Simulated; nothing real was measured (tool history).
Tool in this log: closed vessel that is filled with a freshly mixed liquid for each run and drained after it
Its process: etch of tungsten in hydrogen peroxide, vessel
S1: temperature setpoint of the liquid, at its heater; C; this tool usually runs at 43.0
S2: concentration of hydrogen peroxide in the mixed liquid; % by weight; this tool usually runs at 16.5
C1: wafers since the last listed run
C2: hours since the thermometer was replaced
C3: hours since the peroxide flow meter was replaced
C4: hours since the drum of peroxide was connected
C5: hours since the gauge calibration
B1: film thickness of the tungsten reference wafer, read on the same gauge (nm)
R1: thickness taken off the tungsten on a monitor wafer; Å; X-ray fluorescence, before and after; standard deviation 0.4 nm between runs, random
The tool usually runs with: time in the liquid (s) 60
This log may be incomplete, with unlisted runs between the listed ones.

{"run": 1, "day": 0.0, "S1": 43.0, "S2": 16.5, "time in the liquid (s)": 60, "C1": 0, "C2": 1831.3, "C3": 1215.8, "C4": 357.7, "C5": 1385.1, "B1": 39.6, "R1": 452.8}
{"run": 2, "day": 2.029, "S1": 46.5, "S2": 16.5, "time in the liquid (s)": 35, "C1": 3163, "C2": 1880.0, "C3": 1264.5, "C4": 406.4, "C5": 1433.8, "B1": 39.55, "R1": 323.0}
{"run": 3, "day": 4.042, "S1": 46.5, "S2": 16.5, "time in the liquid (s)": 35, "C1": 3137, "C2": 1928.3, "C3": 1312.8, "C4": 454.7, "C5": 1482.1, "B1": 39.49, "R1": 325.1}
{"day": 4.729, "done": "new drum of peroxide connected"}
{"run": 4, "day": 6.362, "S1": 46.5, "S2": 16.5, "time in the liquid (s)": 35, "C1": 3553, "C2": 1984.0, "C3": 1368.5, "C4": 39.2, "C5": 1537.8, "B1": 39.35, "R1": 325.7}
{"day": 6.433, "done": "peroxide flow meter replaced"}
{"run": 5, "day": 9.317, "S1": 43.0, "S2": 19.0, "time in the liquid (s)": 60, "C1": 4540, "C2": 2054.9, "C3": 69.2, "C4": 110.1, "C5": 1608.7, "B1": 39.3, "R1": 468.7}
{"run": 6, "day": 11.867, "S1": 43.0, "S2": 19.0, "time in the liquid (s)": 60, "C1": 3975, "C2": 2116.1, "C3": 130.4, "C4": 171.3, "C5": 1669.9, "B1": 39.2, "R1": 476.1}
{"run": 7, "day": 14.112, "S1": 43.0, "S2": 19.0, "time in the liquid (s)": 60, "C1": 3501, "C2": 2170.0, "C3": 184.3, "C4": 225.2, "C5": 1723.8, "B1": 39.09, "R1": 473.1}
{"run": 8, "day": 15.492, "S1": 43.0, "S2": 16.5, "time in the liquid (s)": 40, "C1": 2150, "C2": 2203.1, "C3": 217.4, "C4": 258.3, "C5": 1756.9, "B1": 39.03, "R1": 293.3}
{"run": 9, "day": 18.058, "S1": 43.0, "S2": 19.0, "time in the liquid (s)": 60, "C1": 4001, "C2": 2264.7, "C3": 279.0, "C4": 319.9, "C5": 1818.5, "B1": 38.91, "R1": 470.7}
{"run": 10, "day": 19.475, "S1": 52.0, "S2": 20.5, "time in the liquid (s)": 40, "C1": 2208, "C2": 2298.7, "C3": 313.0, "C4": 353.9, "C5": 1852.5, "B1": 38.82, "R1": 565.6}
{"run": 11, "day": 21.55, "S1": 43.0, "S2": 13.0, "time in the liquid (s)": 60, "C1": 3234, "C2": 2348.5, "C3": 362.8, "C4": 403.7, "C5": 1902.3, "B1": 38.76, "R1": 385.6}
{"run": 12, "day": 24.192, "S1": 43.0, "S2": 16.5, "time in the liquid (s)": 60, "C1": 4118, "C2": 2411.9, "C3": 426.2, "C4": 467.1, "C5": 1965.7, "B1": 38.63, "R1": 437.1}
{"day": 26.342, "done": "new drum of peroxide connected"}
{"run": 13, "day": 26.912, "S1": 46.5, "S2": 16.5, "time in the liquid (s)": 80, "C1": 4176, "C2": 2477.2, "C3": 491.5, "C4": 13.7, "C5": 2031.0, "B1": 38.53, "R1": 728.7}
{"run": 14, "day": 29.283, "S1": 52.0, "S2": 19.0, "time in the liquid (s)": 60, "C1": 3696, "C2": 2534.1, "C3": 548.4, "C4": 70.6, "C5": 2087.9, "B1": 38.4, "R1": 808.6}
{"run": 15, "day": 31.579, "S1": 37.5, "S2": 13.5, "time in the liquid (s)": 95, "C1": 3579, "C2": 2589.2, "C3": 603.5, "C4": 125.7, "C5": 2143.0, "B1": 38.31, "R1": 437.5}
{"day": 32.658, "done": "gauge calibrated"}
{"run": 16, "day": 34.025, "S1": 43.0, "S2": 16.5, "time in the liquid (s)": 45, "C1": 3812, "C2": 2647.9, "C3": 662.2, "C4": 184.4, "C5": 32.8, "B1": 40.47, "R1": 345.2}
{"run": 17, "day": 35.321, "S1": 43.0, "S2": 16.5, "time in the liquid (s)": 35, "C1": 2020, "C2": 2679.0, "C3": 693.3, "C4": 215.5, "C5": 63.9, "B1": 40.46, "R1": 268.4}
{"run": 18, "day": 37.6, "S1": 48.5, "S2": 16.5, "time in the liquid (s)": 80, "C1": 3553, "C2": 2733.7, "C3": 748.0, "C4": 270.2, "C5": 118.6, "B1": 40.43, "R1": 868.6}
{"run": 19, "day": 40.017, "S1": 43.0, "S2": 16.5, "time in the liquid (s)": 60, "C1": 3767, "C2": 2791.7, "C3": 806.0, "C4": 328.2, "C5": 176.6, "B1": 40.46, "R1": 456.0}
{"run": 20, "day": 42.258, "S1": 50.5, "S2": 18.5, "time in the liquid (s)": 85, "C1": 3494, "C2": 2845.5, "C3": 859.8, "C4": 382.0, "C5": 230.4, "B1": 40.44, "R1": 1076.9}
{"run": 21, "day": 44.217, "S1": 43.0, "S2": 19.5, "time in the liquid (s)": 90, "C1": 3052, "C2": 2892.5, "C3": 906.8, "C4": 429.0, "C5": 277.4, "B1": 40.41, "R1": 745.1}
{"day": 44.762, "done": "thermometer replaced"}
{"run": 22, "day": 45.596, "S1": 34.0, "S2": 16.5, "time in the liquid (s)": 60, "C1": 2085, "C2": 20.0, "C3": 939.9, "C4": 462.1, "C5": 310.5, "B1": 40.39, "R1": 251.0}
{"day": 46.079, "done": "new drum of peroxide connected"}
{"run": 23, "day": 47.612, "S1": 46.5, "S2": 20.0, "time in the liquid (s)": 30, "C1": 3078, "C2": 68.4, "C3": 988.3, "C4": 36.8, "C5": 358.9, "B1": 40.39, "R1": 310.6}
{"run": 24, "day": 50.475, "S1": 34.5, "S2": 16.5, "time in the liquid (s)": 80, "C1": 4462, "C2": 137.1, "C3": 1057.0, "C4": 105.5, "C5": 427.6, "B1": 40.39, "R1": 353.5}
{"run": 25, "day": 53.433, "S1": 48.0, "S2": 16.5, "time in the liquid (s)": 40, "C1": 4611, "C2": 208.1, "C3": 1128.0, "C4": 176.5, "C5": 498.6, "B1": 40.37, "R1": 410.2}
{"run": 26, "day": 55.938, "S1": 36.0, "S2": 16.5, "time in the liquid (s)": 40, "C1": 3903, "C2": 268.2, "C3": 1188.1, "C4": 236.6, "C5": 558.7, "B1": 40.35, "R1": 192.4}
{"run": 27, "day": 57.917, "S1": 35.0, "S2": 19.0, "time in the liquid (s)": 60, "C1": 3085, "C2": 315.7, "C3": 1235.6, "C4": 284.1, "C5": 606.2, "B1": 40.25, "R1": 292.8}
{"run": 28, "day": 60.854, "S1": 43.0, "S2": 16.5, "time in the liquid (s)": 60, "C1": 4579, "C2": 386.2, "C3": 1306.1, "C4": 354.6, "C5": 676.7, "B1": 40.21, "R1": 451.6}
{"run": 29, "day": 63.833, "S1": 43.0, "S2": 16.5, "time in the liquid (s)": 40, "C1": 4644, "C2": 457.7, "C3": 1377.6, "C4": 426.1, "C5": 748.2, "B1": 40.19, "R1": 302.9}
{"run": 30, "day": 66.338, "S1": 38.5, "S2": 16.5, "time in the liquid (s)": 40, "C1": 3903, "C2": 517.8, "C3": 1437.7, "C4": 486.2, "C5": 808.3, "B1": 40.16, "R1": 225.5}
{"run": 31, "day": 68.392, "S1": 43.0, "S2": 14.0, "time in the liquid (s)": 60, "C1": 3202, "C2": 567.1, "C3": 1487.0, "C4": 535.5, "C5": 857.6, "B1": 40.1, "R1": 413.3}

State the hidden condition of the tool at each of the runs:
liquid colder than its thermometer reads (K): 0 across all the runs
peroxide flow below the setpoint (%): 0 across all the runs
peroxide weaker than its label (%): 0 across all the runs
H1: gauge reads high (%)
run=1 H1=-1.02
run=2 H1=-1.19
run=3 H1=-1.36
run=4 H1=-1.57
run=5 H1=-1.84
run=6 H1=-2.08
run=7 H1=-2.31
run=8 H1=-2.45
run=9 H1=-2.72
run=10 H1=-2.87
run=11 H1=-3.1
run=12 H1=-3.4
run=13 H1=-3.72
run=14 H1=-4
run=15 H1=-4.29
run=16 H1=1.15
run=17 H1=1.15
run=18 H1=1.13
run=19 H1=1.11
run=20 H1=1.09
run=21 H1=1.06
run=22 H1=1.03
run=23 H1=0.993
run=24 H1=0.927
run=25 H1=0.847
run=26 H1=0.769
run=27 H1=0.701
run=28 H1=0.591
run=29 H1=0.466
run=30 H1=0.352
run=31 H1=0.252
